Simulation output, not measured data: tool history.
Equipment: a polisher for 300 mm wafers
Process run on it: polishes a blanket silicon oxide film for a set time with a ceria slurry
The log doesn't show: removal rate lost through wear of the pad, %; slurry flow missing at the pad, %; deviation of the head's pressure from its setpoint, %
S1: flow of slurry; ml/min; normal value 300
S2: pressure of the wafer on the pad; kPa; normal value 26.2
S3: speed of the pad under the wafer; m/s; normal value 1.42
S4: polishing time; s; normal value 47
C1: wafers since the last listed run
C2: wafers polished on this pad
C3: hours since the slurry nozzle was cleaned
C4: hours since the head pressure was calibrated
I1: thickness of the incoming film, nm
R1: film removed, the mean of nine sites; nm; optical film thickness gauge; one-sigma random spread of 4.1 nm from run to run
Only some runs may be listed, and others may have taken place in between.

run 1 day=0.000 | S1=300 S2=22.1 S3=1.42 S4=47 | C1=0 C2=1280 C3=263.3 C4=676.4 | I1=974.7 | R1=301.5
run 2 day=1.096 | S1=300 S2=22.1 S3=1.42 S4=47 | C1=173 C2=1454 C3=289.6 C4=702.7 | I1=989.7 | R1=298.9
-- day=2.325 slurry nozzle cleaned
-- day=2.567 worn pad replaced by a new one
run 3 day=2.650 | S1=300 S2=26.2 S3=1.54 S4=52 | C1=213 C2=13 C3=7.8 C4=740.0 | I1=986.8 | R1=439.2
run 4 day=5.429 | S1=300 S2=26.2 S3=1.42 S4=47 | C1=440 C2=453 C3=74.5 C4=806.7 | I1=992.1 | R1=366.0
run 5 day=6.988 | S1=300 S2=26.2 S3=1.42 S4=47 | C1=246 C2=700 C3=111.9 C4=844.1 | I1=1000.3 | R1=370.9
-- day=9.350 head pressure recalibrated
run 6 day=14.912 | S1=300 S2=24.1 S3=1.42 S4=52 | C1=1242 C2=1942 C3=302.1 C4=133.5 | I1=1002.5 | R1=333.6
-- day=14.979 slurry nozzle cleaned
-- day=15.717 worn pad replaced by a new one
run 7 day=16.967 | S1=300 S2=24.1 S3=1.42 S4=52 | C1=292 C2=198 C3=47.7 C4=182.8 | I1=987.0 | R1=351.7
run 8 day=19.429 | S1=300 S2=26.2 S3=1.42 S4=47 | C1=390 C2=588 C3=106.8 C4=241.9 | I1=987.7 | R1=346.5
run 9 day=23.004 | S1=300 S2=26.2 S3=1.42 S4=47 | C1=566 C2=1154 C3=192.6 C4=327.7 | I1=976.7 | R1=348.6
run 10 day=24.708 | S1=300 S2=26.2 S3=1.42 S4=60 | C1=269 C2=1424 C3=233.5 C4=368.6 | I1=984.8 | R1=446.9
run 11 day=27.479 | S1=300 S2=26.2 S3=1.42 S4=60 | C1=438 C2=1863 C3=300.0 C4=435.1 | I1=999.6 | R1=445.9
-- day=28.254 worn pad replaced by a new one
-- day=28.896 slurry nozzle cleaned
run 12 day=29.338 | S1=300 S2=26.2 S3=1.42 S4=47 | C1=261 C2=164 C3=10.6 C4=479.7 | I1=991.0 | R1=367.0
run 13 day=31.146 | S1=300 S2=26.2 S3=1.42 S4=47 | C1=286 C2=451 C3=54.0 C4=523.1 | I1=989.8 | R1=357.8
run 14 day=34.042 | S1=300 S2=26.2 S3=1.64 S4=47 | C1=458 C2=910 C3=123.5 C4=592.6 | I1=980.2 | R1=413.9
run 15 day=36.600 | S1=300 S2=30.3 S3=1.12 S4=36 | C1=405 C2=1315 C3=184.9 C4=654.0 | I1=1002.0 | R1=257.6
run 16 day=38.208 | S1=300 S2=35.2 S3=1.58 S4=57 | C1=254 C2=1570 C3=223.5 C4=692.6 | I1=1000.9 | R1=633.5
run 17 day=39.233 | S1=300 S2=26.2 S3=1.42 S4=47 | C1=162 C2=1732 C3=248.1 C4=717.2 | I1=988.4 | R1=358.8
-- day=41.004 worn pad replaced by a new one
-- day=41.842 slurry nozzle cleaned
run 18 day=42.362 | S1=300 S2=17.2 S3=1.42 S4=47 | C1=462 C2=208 C3=12.5 C4=792.3 | I1=982.7 | R1=244.9
run 19 day=44.408 | S1=245 S2=26.2 S3=1.42 S4=56 | C1=324 C2=532 C3=61.6 C4=841.4 | I1=974.9 | R1=430.2
-- day=45.692 head pressure recalibrated
run 20 day=46.675 | S1=300 S2=26.2 S3=1.42 S4=47 | C1=345 C2=878 C3=116.0 C4=23.6 | I1=992.9 | R1=337.0
run 21 day=49.588 | S1=370 S2=20.7 S3=1.42 S4=47 | C1=461 C2=1339 C3=185.9 C4=93.5 | I1=988.4 | R1=273.3
run 22 day=51.008 | S1=300 S2=26.2 S3=1.42 S4=47 | C1=225 C2=1565 C3=220.0 C4=127.6 | I1=994.8 | R1=339.3
-- day=51.712 worn pad replaced by a new one
run 23 day=53.333 | S1=300 S2=30.3 S3=1.42 S4=47 | C1=341 C2=256 C3=275.8 C4=183.4 | I1=981.6 | R1=387.1
run 24 day=55.808 | S1=340 S2=26.2 S3=1.80 S4=41 | C1=392 C2=648 C3=335.2 C4=242.8 | I1=992.5 | R1=366.4
-- day=56.317 slurry nozzle cleaned
run 25 day=58.250 | S1=300 S2=26.2 S3=1.42 S4=47 | C1=380 C2=1029 C3=46.4 C4=301.4 | I1=976.0 | R1=345.5
run 26 day=59.258 | S1=265 S2=26.2 S3=1.62 S4=57 | C1=159 C2=1188 C3=70.6 C4=325.6 | I1=982.6 | R1=476.1

3 ways to go on from here, each from the tool as it stands after run 26. What would each give?
run A day=59.275 | S1=300 S2=26.2 S3=1.42 S4=47 | C1=2 C2=1191 C3=71.0 C4=326.0 | I1=995.4 | R1=?
run B day=59.275 | S1=355 S2=33.1 S3=1.00 S4=36 | C1=2 C2=1191 C3=71.0 C4=326.0 | I1=995.4 | R1=?
run C day=59.275 | S1=300 S2=31.0 S3=0.96 S4=53 | C1=2 C2=1191 C3=71.0 C4=326.0 | I1=995.4 | R1=?

run=A R1=353.4
run=B R1=250.5
run=C R1=328.6
With the hidden condition removed and each run's random variation left untouched, the same runs would have given:
run=A R1=347.3
run=B R1=245.8
run=C R1=322.8
